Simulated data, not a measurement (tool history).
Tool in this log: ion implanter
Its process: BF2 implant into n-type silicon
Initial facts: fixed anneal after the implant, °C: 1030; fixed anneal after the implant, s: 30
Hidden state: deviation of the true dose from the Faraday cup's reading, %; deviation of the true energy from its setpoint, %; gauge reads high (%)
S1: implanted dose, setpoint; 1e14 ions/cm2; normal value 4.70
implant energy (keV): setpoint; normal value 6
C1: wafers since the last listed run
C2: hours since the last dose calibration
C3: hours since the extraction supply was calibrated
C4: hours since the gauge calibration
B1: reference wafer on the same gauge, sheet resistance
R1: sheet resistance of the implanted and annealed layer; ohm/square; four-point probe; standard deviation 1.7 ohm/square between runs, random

run 1 day=0.000 | S1=5.82 implant_energy_(keV)=7 | C1=0 C2=534.9 C3=1752.6 C4=374.1 | B1=403.72 | R1=292.24
run 2 day=2.183 | S1=5.82 implant_energy_(keV)=7 | C1=1224 C2=587.3 C3=1805.0 C4=426.5 | B1=403.41 | R1=289.84
run 3 day=4.704 | S1=5.68 implant_energy_(keV)=5 | C1=1413 C2=647.8 C3=1865.5 C4=487.0 | B1=403.26 | R1=329.20
run 4 day=6.658 | S1=5.68 implant_energy_(keV)=5 | C1=1095 C2=694.7 C3=1912.4 C4=533.9 | B1=403.49 | R1=330.88
run 5 day=9.646 | S1=5.68 implant_energy_(keV)=5 | C1=1675 C2=766.4 C3=1984.1 C4=605.6 | B1=402.70 | R1=333.90
run 6 day=14.017 | S1=4.70 implant_energy_(keV)=7 | C1=2451 C2=871.3 C3=2089.0 C4=710.5 | B1=401.72 | R1=339.07
run 7 day=17.621 | S1=4.70 implant_energy_(keV)=7 | C1=2021 C2=957.8 C3=2175.5 C4=797.0 | B1=403.50 | R1=342.20
-- day=18.054 Faraday cup replaced and dose calibrated
run 8 day=21.367 | S1=4.70 implant_energy_(keV)=6 | C1=1913 C2=79.5 C3=2265.4 C4=886.9 | B1=403.32 | R1=342.14
run 9 day=22.988 | S1=4.70 implant_energy_(keV)=6 | C1=908 C2=118.4 C3=2304.3 C4=925.8 | B1=402.56 | R1=343.19
run 10 day=24.733 | S1=4.70 implant_energy_(keV)=6 | C1=979 C2=160.3 C3=2346.2 C4=967.7 | B1=402.77 | R1=340.83
-- day=27.567 extraction supply calibrated
run 11 day=27.588 | S1=4.70 implant_energy_(keV)=6 | C1=1413 C2=228.8 C3=0.5 C4=1036.2 | B1=404.30 | R1=342.52
run 12 day=29.196 | S1=4.70 implant_energy_(keV)=6 | C1=901 C2=267.4 C3=39.1 C4=1074.8 | B1=402.71 | R1=342.65
run 13 day=32.321 | S1=5.74 implant_energy_(keV)=6 | C1=1752 C2=342.4 C3=114.1 C4=1149.8 | B1=402.67 | R1=300.99
run 14 day=35.958 | S1=5.38 implant_energy_(keV)=6 | C1=2039 C2=429.7 C3=201.4 C4=1237.1 | B1=403.04 | R1=315.43

Expected results for the next run?
run 15 day=38.246 | S1=4.70 implant_energy_(keV)=4 | C1=1282 C2=484.6 C3=256.3 C4=1292.0 | B1=? | R1=?

{"run 15": {"B1": 402.95, "R1": 392.28}}
If the tool had no hidden condition, the same run with the same run-to-run variation would have returned R1 387.28 ohm/square.
